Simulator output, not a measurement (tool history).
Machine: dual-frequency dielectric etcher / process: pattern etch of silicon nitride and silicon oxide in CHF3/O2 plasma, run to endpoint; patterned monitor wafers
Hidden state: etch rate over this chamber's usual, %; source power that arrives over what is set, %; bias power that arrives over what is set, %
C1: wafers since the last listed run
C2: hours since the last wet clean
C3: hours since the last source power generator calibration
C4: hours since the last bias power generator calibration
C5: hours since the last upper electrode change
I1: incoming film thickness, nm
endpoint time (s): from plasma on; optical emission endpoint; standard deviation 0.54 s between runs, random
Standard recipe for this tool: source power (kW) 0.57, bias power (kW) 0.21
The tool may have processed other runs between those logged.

run 1 hour=0 | source_power_(kW)=0.57 bias_power_(kW)=0.21 | C1=0 C2=532.2 C3=2564.7 C4=4621.1 C5=2611.4 | I1=276.8 | endpoint_time_(s)=173.3
run 2 hour=17.8 | source_power_(kW)=0.57 bias_power_(kW)=0.21 | C1=157 C2=550 C3=2582.5 C4=4638.9 C5=2629.2 | I1=275.2 | endpoint_time_(s)=172.1
run 3 hour=30.6 | source_power_(kW)=0.57 bias_power_(kW)=0.177 | C1=113 C2=562.8 C3=2595.3 C4=4651.7 C5=2642 | I1=272.1 | endpoint_time_(s)=187.9
run 4 hour=67.3 | source_power_(kW)=0.57 bias_power_(kW)=0.177 | C1=325 C2=599.5 C3=2632 C4=4688.4 C5=2678.7 | I1=275.7 | endpoint_time_(s)=189.4
-- hour=80.5 bias power generator calibrated
-- hour=102.3 wet clean of the chamber
run 5 hour=102.8 | source_power_(kW)=0.57 bias_power_(kW)=0.177 | C1=85 C2=0.5 C3=2667.5 C4=22.3 C5=2714.2 | I1=273.4 | endpoint_time_(s)=197.3
run 6 hour=103.2 | source_power_(kW)=0.57 bias_power_(kW)=0.21 | C1=3 C2=0.9 C3=2667.9 C4=22.7 C5=2714.6 | I1=273.1 | endpoint_time_(s)=178.9
run 7 hour=103.6 | source_power_(kW)=0.57 bias_power_(kW)=0.21 | C1=3 C2=1.3 C3=2668.3 C4=23.1 C5=2715 | I1=276.5 | endpoint_time_(s)=182.3
-- hour=111.1 source power generator calibrated
-- hour=133.8 upper electrode replaced
run 8 hour=134.3 | source_power_(kW)=0.57 bias_power_(kW)=0.21 | C1=35 C2=32 C3=23.2 C4=53.8 C5=0.5 | I1=274.4 | endpoint_time_(s)=179.6
run 9 hour=134.7 | source_power_(kW)=0.53 bias_power_(kW)=0.21 | C1=3 C2=32.4 C3=23.6 C4=54.2 C5=0.9 | I1=275 | endpoint_time_(s)=186.1
run 10 hour=144.3 | source_power_(kW)=0.66 bias_power_(kW)=0.245 | C1=85 C2=42 C3=33.2 C4=63.8 C5=10.5 | I1=275.1 | endpoint_time_(s)=157.5
run 11 hour=154.9 | source_power_(kW)=0.57 bias_power_(kW)=0.177 | C1=93 C2=52.6 C3=43.8 C4=74.4 C5=21.1 | I1=276.3 | endpoint_time_(s)=199.1
run 12 hour=164.6 | source_power_(kW)=0.57 bias_power_(kW)=0.21 | C1=85 C2=62.3 C3=53.5 C4=84.1 C5=30.8 | I1=275.4 | endpoint_time_(s)=180.7
run 13 hour=172.6 | source_power_(kW)=0.48 bias_power_(kW)=0.191 | C1=70 C2=70.3 C3=61.5 C4=92.1 C5=38.8 | I1=271.5 | endpoint_time_(s)=198.9
run 14 hour=182.1 | source_power_(kW)=0.61 bias_power_(kW)=0.252 | C1=84 C2=79.8 C3=71 C4=101.6 C5=48.3 | I1=273.8 | endpoint_time_(s)=159.2
run 15 hour=191.7 | source_power_(kW)=0.51 bias_power_(kW)=0.223 | C1=85 C2=89.4 C3=80.6 C4=111.2 C5=57.9 | I1=274.3 | endpoint_time_(s)=181.4
run 16 hour=204.5 | source_power_(kW)=0.46 bias_power_(kW)=0.189 | C1=113 C2=102.2 C3=93.4 C4=124 C5=70.7 | I1=277.3 | endpoint_time_(s)=206

3 ways to go on from here, each from the tool as it stands after run 16. What would each give?
run A hour=205 | source_power_(kW)=0.57 bias_power_(kW)=0.21 | C1=4 C2=102.7 C3=93.9 C4=124.5 C5=71.2 | I1=275.4 | endpoint_time_(s)=?
run B hour=205 | source_power_(kW)=0.62 bias_power_(kW)=0.189 | C1=4 C2=102.7 C3=93.9 C4=124.5 C5=71.2 | I1=275.4 | endpoint_time_(s)=?
run C hour=205 | source_power_(kW)=0.47 bias_power_(kW)=0.178 | C1=4 C2=102.7 C3=93.9 C4=124.5 C5=71.2 | I1=275.4 | endpoint_time_(s)=?

run=A endpoint_time_(s)=179.9
run=B endpoint_time_(s)=184.8
run=C endpoint_time_(s)=212.1
The same runs, with their run-to-run variation unchanged, on a tool lacking any hidden condition would have given:
run=A endpoint_time_(s)=182
run=B endpoint_time_(s)=186.9
run=C endpoint_time_(s)=214.5
